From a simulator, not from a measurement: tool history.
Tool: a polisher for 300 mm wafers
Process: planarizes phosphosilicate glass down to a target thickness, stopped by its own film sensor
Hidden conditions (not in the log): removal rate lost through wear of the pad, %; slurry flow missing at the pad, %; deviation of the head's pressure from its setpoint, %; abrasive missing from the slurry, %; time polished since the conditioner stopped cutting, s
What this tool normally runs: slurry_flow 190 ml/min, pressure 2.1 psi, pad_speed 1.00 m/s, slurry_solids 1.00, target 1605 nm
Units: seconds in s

| run | hour | slurry_flow | pressure | pad_speed | slurry_solids | target | wafers since the last listed run | wafers polished on this pad | hours since the slurry nozzle was cleaned | hours since the head pressure was calibrated | hours since the slurry blender was calibrated | hours since the conditioning disc was replaced | incoming thickness of the incoming film, nm | seconds |
|---|---|---|---|---|---|---|---|---|---|---|---|---|---|---|
| 1 | 0.0 | 190 | 2.1 | 1.00 | 1.20 | 1605 | 0 | 1256 | 90.8 | 45.8 | 273.4 | 298.6 | 2090.2 | 127.2 |
|  | 11.1 | conditioning disc replaced and pad reconditioned, repeated, since the last time left the tool worse |
| 2 | 21.2 | 190 | 2.1 | 1.00 | 1.00 | 1605 | 230 | 1487 | 112.0 | 67.0 | 294.6 | 10.1 | 2066.5 | 91.5 |
| 3 | 37.2 | 140 | 2.1 | 1.00 | 1.00 | 1708 | 192 | 1680 | 128.0 | 83.0 | 310.6 | 26.1 | 2089.3 | 80.7 |
|  | 104.6 | slurry blender recalibrated |
| 4 | 127.3 | 190 | 2.1 | 1.00 | 1.25 | 1741 | 1059 | 2739 | 218.1 | 173.1 | 22.7 | 116.2 | 2123.3 | 76.2 |
| 5 | 148.1 | 190 | 1.7 | 1.00 | 0.85 | 1605 | 250 | 2989 | 238.9 | 193.9 | 43.5 | 137.0 | 2092.0 | 128.2 |
|  | 154.0 | worn pad replaced by a new one |
| 6 | 165.6 | 190 | 2.1 | 1.00 | 1.00 | 1469 | 162 | 138 | 256.4 | 211.4 | 61.0 | 154.5 | 2103.9 | 135.1 |
| 7 | 250.0 | 190 | 2.1 | 1.00 | 1.00 | 1605 | 1014 | 1153 | 340.8 | 295.8 | 145.4 | 238.9 | 2087.2 | 109.3 |
|  | 253.1 | conditioning disc replaced and pad reconditioned |
| 8 | 274.4 | 190 | 2.6 | 1.00 | 1.00 | 1545 | 269 | 1422 | 365.2 | 320.2 | 169.8 | 21.3 | 2089.5 | 96.6 |
| 9 | 293.7 | 190 | 2.1 | 1.00 | 1.25 | 1471 | 232 | 1654 | 384.5 | 339.5 | 189.1 | 40.6 | 2068.2 | 113.4 |
| 10 | 354.6 | 165 | 2.1 | 0.78 | 1.00 | 1605 | 732 | 2387 | 445.4 | 400.4 | 250.0 | 101.5 | 2081.0 | 122.1 |
| 11 | 379.4 | 190 | 2.8 | 1.00 | 1.00 | 1605 | 298 | 2685 | 470.2 | 425.2 | 274.8 | 126.3 | 2034.3 | 75.4 |
| 12 | 396.1 | 245 | 2.1 | 1.00 | 0.85 | 1605 | 200 | 2886 | 486.9 | 441.9 | 291.5 | 143.0 | 2099.6 | 108.9 |
| 13 | 421.7 | 190 | 2.1 | 1.00 | 1.10 | 1605 | 307 | 3193 | 512.5 | 467.5 | 317.1 | 168.6 | 2063.0 | 95.9 |
| 14 | 436.4 | 190 | 1.6 | 1.00 | 1.00 | 1605 | 176 | 3370 | 527.2 | 482.2 | 331.8 | 183.3 | 2082.3 | 122.5 |
|  | 460.0 | worn pad replaced by a new one |
| 15 | 460.5 | 190 | 2.1 | 1.00 | 1.00 | 1605 | 241 | 5 | 551.3 | 506.3 | 355.9 | 207.4 | 2073.1 | 104.4 |
| 16 | 473.5 | 190 | 2.1 | 1.00 | 1.00 | 1605 | 156 | 161 | 564.3 | 519.3 | 368.9 | 220.4 | 2088.8 | 107.7 |
|  | 501.2 | slurry blender recalibrated |
| 17 | 504.9 | 175 | 2.1 | 1.20 | 1.00 | 1605 | 353 | 515 | 595.7 | 550.7 | 3.7 | 251.8 | 2103.6 | 106.7 |
| 18 | 518.2 | 210 | 2.6 | 1.20 | 1.00 | 1761 | 159 | 675 | 609.0 | 564.0 | 17.0 | 265.1 | 2056.2 | 53.5 |
|  | 532.5 | conditioning disc replaced and pad reconditioned |
| 19 | 546.1 | 190 | 2.1 | 1.00 | 1.00 | 1605 | 311 | 986 | 636.9 | 591.9 | 44.9 | 13.6 | 2075.3 | 92.1 |
| 20 | 607.4 | 190 | 2.7 | 1.00 | 1.15 | 1605 | 736 | 1723 | 698.2 | 653.2 | 106.2 | 74.9 | 2059.3 | 79.4 |
|  | 635.3 | slurry nozzle cleaned |
| 21 | 642.3 | 190 | 2.1 | 1.00 | 0.90 | 1605 | 407 | 2131 | 7.0 | 688.1 | 141.1 | 109.8 | 2094.3 | 104.8 |
| 22 | 677.2 | 190 | 1.7 | 1.00 | 1.00 | 1605 | 419 | 2550 | 41.9 | 723.0 | 176.0 | 144.7 | 2107.7 | 120.5 |
| 23 | 717.4 | 190 | 1.7 | 1.00 | 0.85 | 1605 | 483 | 3033 | 82.1 | 763.2 | 216.2 | 184.9 | 2087.7 | 128.3 |
|  | 736.6 | worn pad replaced by a new one |
| 24 | 747.9 | 235 | 2.1 | 1.00 | 1.20 | 1720 | 318 | 136 | 112.6 | 793.7 | 246.7 | 215.4 | 2049.5 | 71.0 |

How the hidden state differs across the entries between the runs, from the last listed run before each to the first after it:
Run 1 -> run 2: conditioning disc replaced and pad reconditioned, repeated, since the last time left the tool worse (hour 11.1)
  time polished since the conditioner stopped cutting, s: 1160 -> 55.9
  measured result minus the result with no hidden state, seconds: +37.3 -> +2.2 s
Run 3 -> run 4: slurry blender recalibrated (hour 104.6)
  time polished since the conditioner stopped cutting, s: 80.8 -> 221
  measured result minus the result with no hidden state, seconds: +2.6 -> +6.4 s
Run 5 -> run 6: worn pad replaced by a new one (hour 154.0)
  time polished since the conditioner stopped cutting, s: 254 -> 281
  measured result minus the result with no hidden state, seconds: +10.8 -> +13.7 s
Run 7 -> run 8: conditioning disc replaced and pad reconditioned (hour 253.1)
  time polished since the conditioner stopped cutting, s: 412 -> 59.7
  measured result minus the result with no hidden state, seconds: +15.3 -> +2.6 s
Run 14 -> run 15: worn pad replaced by a new one (hour 460.0)
  time polished since the conditioner stopped cutting, s: 312 -> 350
  measured result minus the result with no hidden state, seconds: +12.0 -> +12.8 s
Run 16 -> run 17: slurry blender recalibrated (hour 501.2)
  time polished since the conditioner stopped cutting, s: 370 -> 419
  measured result minus the result with no hidden state, seconds: +13.8 -> +17.0 s
Run 18 -> run 19: conditioning disc replaced and pad reconditioned (hour 532.5)
  time polished since the conditioner stopped cutting, s: 439 -> 54.1
  measured result minus the result with no hidden state, seconds: +9.7 -> +2.1 s
Run 20 -> run 21: slurry nozzle cleaned (hour 635.3)
  time polished since the conditioner stopped cutting, s: 150 -> 204
  measured result minus the result with no hidden state, seconds: +5.3 -> +8.1 s
Run 23 -> run 24: worn pad replaced by a new one (hour 736.6)
  time polished since the conditioner stopped cutting, s: 321 -> 368
  measured result minus the result with no hidden state, seconds: +13.3 -> +9.1 s

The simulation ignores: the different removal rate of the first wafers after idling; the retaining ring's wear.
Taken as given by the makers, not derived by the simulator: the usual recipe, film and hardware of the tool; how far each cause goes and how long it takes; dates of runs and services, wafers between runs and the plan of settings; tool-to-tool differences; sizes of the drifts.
